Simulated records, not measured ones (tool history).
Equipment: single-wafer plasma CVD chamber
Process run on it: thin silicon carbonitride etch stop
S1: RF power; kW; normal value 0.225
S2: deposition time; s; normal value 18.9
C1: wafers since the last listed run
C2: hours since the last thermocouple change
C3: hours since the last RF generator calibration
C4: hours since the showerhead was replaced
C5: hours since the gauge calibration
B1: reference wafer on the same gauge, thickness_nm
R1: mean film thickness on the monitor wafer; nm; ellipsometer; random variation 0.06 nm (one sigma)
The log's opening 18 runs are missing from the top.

| run | hour | S1 | S2 | C1 | C2 | C3 | C4 | C5 | B1 | R1 |
|---|---|---|---|---|---|---|---|---|---|---|
| 19 | 1355.0 | 0.225 | 18.9 | 1848 | 1040.1 | 271.3 | 4664.8 | 1802.1 | 9.206 | 10.317 |
| 20 | 1394.7 | 0.185 | 22.2 | 1967 | 1079.8 | 311.0 | 4704.5 | 1841.8 | 9.188 | 11.230 |
| 21 | 1458.7 | 0.225 | 18.9 | 3171 | 1143.8 | 375.0 | 4768.5 | 1905.8 | 9.175 | 10.220 |
| 22 | 1552.2 | 0.205 | 20.2 | 4633 | 1237.3 | 468.5 | 4862.0 | 1999.3 | 9.215 | 10.597 |
|  | 1608.3 | RF generator calibrated, repeated, since the last time left the tool worse |
| 23 | 1630.4 | 0.225 | 18.9 | 3478 | 1315.5 | 22.1 | 4940.2 | 2077.5 | 9.194 | 10.659 |
|  | 1645.6 | gauge calibrated |
| 24 | 1695.9 | 0.225 | 15.8 | 3245 | 1381.0 | 87.6 | 5005.7 | 50.3 | 9.207 | 8.779 |
|  | 1739.1 | thermocouple changed; heater temperature recalibrated |
|  | 1790.0 | showerhead replaced |
| 25 | 1799.7 | 0.210 | 21.9 | 4350 | 60.6 | 191.4 | 9.7 | 154.1 | 9.195 | 12.003 |
| 26 | 1866.7 | 0.190 | 15.4 | 3320 | 127.6 | 258.4 | 76.7 | 221.1 | 9.190 | 8.128 |
| 27 | 1953.3 | 0.225 | 21.6 | 4291 | 214.2 | 345.0 | 163.3 | 307.7 | 9.205 | 12.165 |
| 28 | 2059.4 | 0.245 | 16.8 | 5257 | 320.3 | 451.1 | 269.4 | 413.8 | 9.193 | 9.683 |
| 29 | 2140.9 | 0.195 | 21.0 | 4038 | 401.8 | 532.6 | 350.9 | 495.3 | 9.200 | 11.245 |
| 30 | 2211.4 | 0.255 | 17.6 | 3493 | 472.3 | 603.1 | 421.4 | 565.8 | 9.188 | 10.333 |
| 31 | 2272.6 | 0.195 | 18.9 | 3032 | 533.5 | 664.3 | 482.6 | 627.0 | 9.200 | 9.991 |

Each row is a separate what-if for the run after 31, all from the same tool condition, not one after another. Results?
| A | 2273.0 | 0.225 | 18.9 | 19 | 533.9 | 664.7 | 483.0 | 627.4 | ? | ? |
| B | 2273.0 | 0.195 | 16.2 | 19 | 533.9 | 664.7 | 483.0 | 627.4 | ? | ? |
| C | 2273.0 | 0.225 | 15.9 | 19 | 533.9 | 664.7 | 483.0 | 627.4 | ? | ? |
| D | 2273.0 | 0.240 | 22.5 | 19 | 533.9 | 664.7 | 483.0 | 627.4 | ? | ? |

| run | B1 | R1 |
|---|---|---|
| A | 9.185 | 10.541 |
| B | 9.185 | 8.587 |
| C | 9.185 | 8.867 |
| D | 9.185 | 12.834 |
Had the tool no hidden state, the same runs would have come out as:
| run | R1 |
|---|---|
| A | 10.615 |
| B | 8.647 |
| C | 8.930 |
| D | 12.925 |
